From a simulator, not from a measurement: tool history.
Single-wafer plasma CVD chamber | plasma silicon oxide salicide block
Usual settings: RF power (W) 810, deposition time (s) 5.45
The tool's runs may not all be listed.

run	hour	RF power (W)	deposition time (s)	read-back reference wafer on the same gauge, thickness_nm	mean film thickness on the monitor wafer (angstrom)
1	0	925	5.45	56.209	627.95
2	30.4	810	5.92	56.2	660.18
3	47.8	810	5.92	56.2	661.8
4	60.5	810	5.92	56.239	659.34
5	76.2	810	5.45	56.189	607.92
6	103.9	725	5.45	56.185	592.87
7	137.1	810	5.45	56.259	608.7
8	156.5	810	5.45	56.216	605.53
9	173.4	810	5.45	56.178	606.53
10	197	765	4.99	56.185	549.49
11	211.1	930	4.64	56.213	533.61
12	234.4	970	5.73	56.212	662.91
13	261	650	6.41	56.181	693.87
14	286.5	810	6.23	56.208	708.24
15	311.1	735	5.1	56.17	565.53
16	329	890	5.8	56.18	673.23
17	359.2	810	5.45	56.197	617.05
18	395	810	5.45	56.235	618.38
19	410.7	960	6.29	56.181	742.28

Taken out of this log: 3 entries between the listed runs. Where each belongs, and how the hidden state differs across it:
Between runs 10 and 11: showerhead replaced (hour 210.6)
  delivered RF power above the setpoint (%): -9.12 -> -9.2
  measured less the result without the state, mean film thickness on the monitor wafer (angstrom): -11.84 -> -11.6
Between runs 12 and 13: gauge calibrated (hour 257.7); RF generator calibrated (hour 260.5)
  delivered RF power above the setpoint (%): -9.32 -> -0.701
  measured less the result without the state, mean film thickness on the monitor wafer (angstrom): -14.62 -> -1.1

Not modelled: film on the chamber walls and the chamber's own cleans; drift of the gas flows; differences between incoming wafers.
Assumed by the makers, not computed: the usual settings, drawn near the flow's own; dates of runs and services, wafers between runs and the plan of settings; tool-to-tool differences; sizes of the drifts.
